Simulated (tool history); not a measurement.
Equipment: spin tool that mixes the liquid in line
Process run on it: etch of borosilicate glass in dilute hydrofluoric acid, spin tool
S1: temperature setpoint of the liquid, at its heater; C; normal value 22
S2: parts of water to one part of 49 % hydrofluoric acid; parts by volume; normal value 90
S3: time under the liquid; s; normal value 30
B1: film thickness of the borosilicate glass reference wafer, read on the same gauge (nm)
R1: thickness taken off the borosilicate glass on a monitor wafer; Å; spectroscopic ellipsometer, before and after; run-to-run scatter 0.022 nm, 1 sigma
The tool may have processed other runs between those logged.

| run | hour | S1 | S2 | S3 | B1 | R1 |
|---|---|---|---|---|---|---|
| 1 | 0 | 22 | 90 | 30 | 140 | 72.1 |
| 2 | 36.7 | 22 | 90 | 30 | 140.02 | 72.4 |
| 3 | 108.3 | 19 | 90 | 30 | 140 | 64.1 |
| 4 | 170.5 | 22 | 90 | 30 | 139.99 | 72.3 |
| 5 | 234.1 | 22 | 90 | 30 | 140.01 | 72.4 |
| 6 | 259.6 | 22 | 90 | 30 | 140 | 72.3 |
| 7 | 309.9 | 22 | 90 | 30 | 140.01 | 72.3 |
| 8 | 370.3 | 22 | 90 | 30 | 139.97 | 72 |
|  | 394.1 | thermometer replaced |
| 9 | 420.3 | 22 | 90 | 30 | 139.97 | 72.2 |
| 10 | 458.3 | 22 | 90 | 30 | 140.02 | 72.4 |

Run 11, settings as shown, results not yet in. Your forecast:
|  | 500.5 | gauge calibrated |
| 11 | 598.9 | 22 | 90 | 20 | ? | ? |

{"run 11": {"B1": 139.97, "R1": 48.3}}
Were there no unlogged condition in the tool, this run, its random variation unchanged, would have produced R1 48.3 Å.

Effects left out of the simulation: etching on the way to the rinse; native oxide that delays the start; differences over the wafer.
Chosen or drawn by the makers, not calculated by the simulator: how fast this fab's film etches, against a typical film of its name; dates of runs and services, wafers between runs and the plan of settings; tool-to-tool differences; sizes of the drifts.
